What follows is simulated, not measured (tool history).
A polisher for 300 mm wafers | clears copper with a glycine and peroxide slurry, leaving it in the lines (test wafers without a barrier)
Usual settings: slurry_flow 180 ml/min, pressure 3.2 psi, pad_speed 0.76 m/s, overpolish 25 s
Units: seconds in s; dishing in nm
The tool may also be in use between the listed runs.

run	hour	slurry_flow	pressure	pad_speed	overpolish	incoming thickness of the incoming film, nm	seconds	dishing
1	0.0	180	3.2	0.76	30	488.5	122.8	74.6
# hour 5.0: slurry nozzle cleaned
2	39.1	180	3.2	0.76	25	499.4	126.8	66.1
3	51.1	180	3.5	0.76	25	483.9	122.4	69.1
4	65.1	180	3.5	0.76	25	490.4	121.7	69.2
5	80.9	180	3.5	0.76	25	486.6	124.0	69.4
6	90.6	180	3.2	0.66	34	492.1	147.0	74.5
7	139.1	180	3.2	0.66	34	495.0	144.5	73.7
8	145.4	180	3.2	0.76	25	484.8	133.7	63.9
9	153.9	180	3.2	0.76	25	494.3	130.7	64.9
10	160.1	180	3.2	0.96	25	498.2	112.8	72.1
11	168.0	180	3.2	0.96	25	486.4	105.3	69.9
12	182.2	180	3.2	0.76	25	489.4	131.7	62.0
# hour 210.1: worn pad replaced by a new one
13	216.1	180	3.8	0.76	20	487.5	104.9	63.9
14	224.6	180	3.2	0.76	25	490.4	119.7	68.6
15	232.4	180	3.2	0.76	25	492.3	125.0	69.0
16	240.1	180	3.2	0.76	25	491.9	122.0	68.0
17	256.9	180	3.2	0.70	15	493.1	135.2	43.1
# hour 259.3: slurry nozzle cleaned
18	265.9	160	3.2	0.76	16	484.9	125.6	48.1
19	272.4	180	3.2	0.76	25	500.6	128.2	66.3
20	288.1	180	3.8	0.76	25	491.9	114.6	73.2
21	300.5	180	3.2	0.86	25	487.3	114.3	69.1
22	317.2	180	3.2	0.76	33	481.4	128.5	78.2
23	324.5	180	3.2	0.76	25	498.0	130.6	65.3
# hour 340.6: head pressure recalibrated
24	376.6	135	4.2	0.76	25	492.6	114.5	69.6
25	394.5	180	4.0	0.76	25	485.2	112.7	69.0
26	402.1	180	2.1	0.58	25	490.5	204.3	43.2
# hour 411.6: worn pad replaced by a new one
27	427.1	125	3.2	0.98	25	490.1	105.6	74.4
28	441.1	180	3.2	0.76	32	490.2	120.1	80.0
29	456.9	230	3.5	0.98	35	490.5	91.4	103.0
30	473.1	120	3.6	0.50	38	487.1	165.9	74.8
31	490.3	180	2.4	0.76	25	495.4	151.2	56.7
32	498.0	235	3.7	0.76	25	490.8	109.9	74.8
33	507.7	180	3.2	0.76	25	487.3	128.2	65.1
# hour 508.8: slurry nozzle cleaned
34	523.3	180	3.2	0.76	10	492.3	128.9	30.2
35	556.6	180	2.5	0.76	39	500.4	153.1	78.8
36	563.5	235	3.5	0.82	39	482.5	111.5	98.5

The same runs without the tool's hidden state, with the same run-to-run variation:
The hidden state here: removal rate lost through wear of the pad, %; slurry flow missing at the pad, %; deviation of the head's pressure from its setpoint, %.
run	seconds	dishing
1	115.7	77.7
2	115.4	70.9
3	110.6	74.3
4	109.1	74.9
5	110.4	75.5
6	130.4	80.9
7	126.7	80.8
8	117.1	70.5
9	114.3	71.7
10	98.6	79.2
11	91.9	76.8
12	114.8	68.6
13	102.6	64.9
14	115.6	70.4
15	119.3	71.4
16	115.3	70.9
17	125.5	45.9
18	115.6	51.5
19	117.3	70.7
20	103.7	78.7
21	102.7	74.6
22	114.4	84.5
23	116.0	71.3
24	100.1	76.7
25	98.3	76.1
26	178.0	48.4
27	102.9	75.8
28	114.9	82.4
29	85.9	106.5
30	153.8	79.1
31	138.4	60.7
32	100.1	79.9
33	116.2	70.0
34	116.0	33.2
35	136.2	85.0
36	99.0	105.4
